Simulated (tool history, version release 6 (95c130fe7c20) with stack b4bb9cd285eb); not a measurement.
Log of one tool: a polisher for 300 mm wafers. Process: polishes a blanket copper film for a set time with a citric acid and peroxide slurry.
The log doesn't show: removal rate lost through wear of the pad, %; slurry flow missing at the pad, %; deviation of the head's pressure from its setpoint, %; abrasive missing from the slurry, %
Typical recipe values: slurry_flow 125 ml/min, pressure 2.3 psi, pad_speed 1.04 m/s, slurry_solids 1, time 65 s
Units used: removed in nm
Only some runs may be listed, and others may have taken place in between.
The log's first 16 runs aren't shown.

| run | hour | slurry_flow | pressure | pad_speed | slurry_solids | time | wafers since the last listed run | wafers polished on this pad | hours since the slurry nozzle was cleaned | hours since the head pressure was calibrated | hours since the slurry blender was calibrated | incoming thickness of the incoming film, nm | removed |
|---|---|---|---|---|---|---|---|---|---|---|---|---|---|
|  | 179.8 | slurry nozzle cleaned |
| 17 | 189.8 | 125 | 2.3 | 1.04 | 0.85 | 53 | 140 | 144 | 10 | 106 | 23.5 | 1165.2 | 83 |
| 18 | 204.7 | 100 | 2.3 | 1.04 | 1.15 | 65 | 145 | 289 | 24.9 | 120.9 | 38.4 | 1169.7 | 101.6 |
| 19 | 221.8 | 125 | 2.3 | 1.04 | 1 | 65 | 166 | 456 | 42 | 138 | 55.5 | 1170.6 | 107.8 |
| 20 | 229.9 | 125 | 2.7 | 1.04 | 1 | 65 | 78 | 534 | 50.1 | 146.1 | 63.6 | 1158 | 124.5 |
| 21 | 237.9 | 140 | 2.7 | 0.74 | 1.1 | 65 | 77 | 612 | 58.1 | 154.1 | 71.6 | 1170.9 | 107.4 |
| 22 | 251.9 | 125 | 2.3 | 1.04 | 1 | 77 | 136 | 749 | 72.1 | 168.1 | 85.6 | 1159 | 127.9 |
|  | 261.5 | slurry nozzle cleaned, repeated, since the last time left the tool worse |
| 23 | 269.6 | 125 | 3 | 1.34 | 1 | 65 | 162 | 911 | 8.1 | 185.8 | 103.3 | 1142 | 196.5 |
| 24 | 285.4 | 125 | 2.3 | 1.04 | 1 | 65 | 153 | 1065 | 23.9 | 201.6 | 119.1 | 1169.3 | 130.2 |
| 25 | 300.2 | 125 | 2.3 | 1.04 | 1 | 65 | 144 | 1209 | 38.7 | 216.4 | 133.9 | 1161 | 128.4 |
| 26 | 315.3 | 125 | 1.8 | 0.76 | 0.9 | 52 | 146 | 1356 | 53.8 | 231.5 | 149 | 1170.3 | 67 |
|  | 333.4 | worn pad replaced by a new one |
| 27 | 333.9 | 125 | 2.3 | 1.04 | 1 | 65 | 142 | 4 | 72.4 | 250.1 | 167.6 | 1160.4 | 128.9 |
| 28 | 337.7 | 125 | 2.3 | 1.04 | 1 | 65 | 36 | 41 | 76.2 | 253.9 | 171.4 | 1171 | 128.6 |
| 29 | 347.1 | 100 | 2.1 | 1.04 | 0.75 | 52 | 91 | 133 | 85.6 | 263.3 | 180.8 | 1169 | 82.4 |
| 30 | 360.2 | 140 | 2.3 | 1.04 | 1 | 47 | 127 | 260 | 98.7 | 276.4 | 193.9 | 1159.8 | 95 |

Below are 4 alternative next runs, each starting from the tool's condition after run 30. Predict each:
| A | 360.6 | 125 | 2.3 | 1.04 | 1 | 65 | 3 | 264 | 99.1 | 276.8 | 194.3 | 1166.3 | ? |
| B | 360.6 | 125 | 3 | 1.34 | 0.75 | 76 | 3 | 264 | 99.1 | 276.8 | 194.3 | 1166.3 | ? |
| C | 360.6 | 155 | 2.6 | 0.74 | 1 | 75 | 3 | 264 | 99.1 | 276.8 | 194.3 | 1166.3 | ? |
| D | 360.6 | 125 | 2.3 | 1.04 | 1.15 | 47 | 3 | 264 | 99.1 | 276.8 | 194.3 | 1166.3 | ? |

| run | removed |
|---|---|
| A | 127.8 |
| B | 210.8 |
| C | 141.4 |
| D | 95.8 |
Had the tool no hidden state, the same runs would have come out as:
| run | removed |
|---|---|
| A | 128.2 |
| B | 211.5 |
| C | 141.8 |
| D | 96.1 |
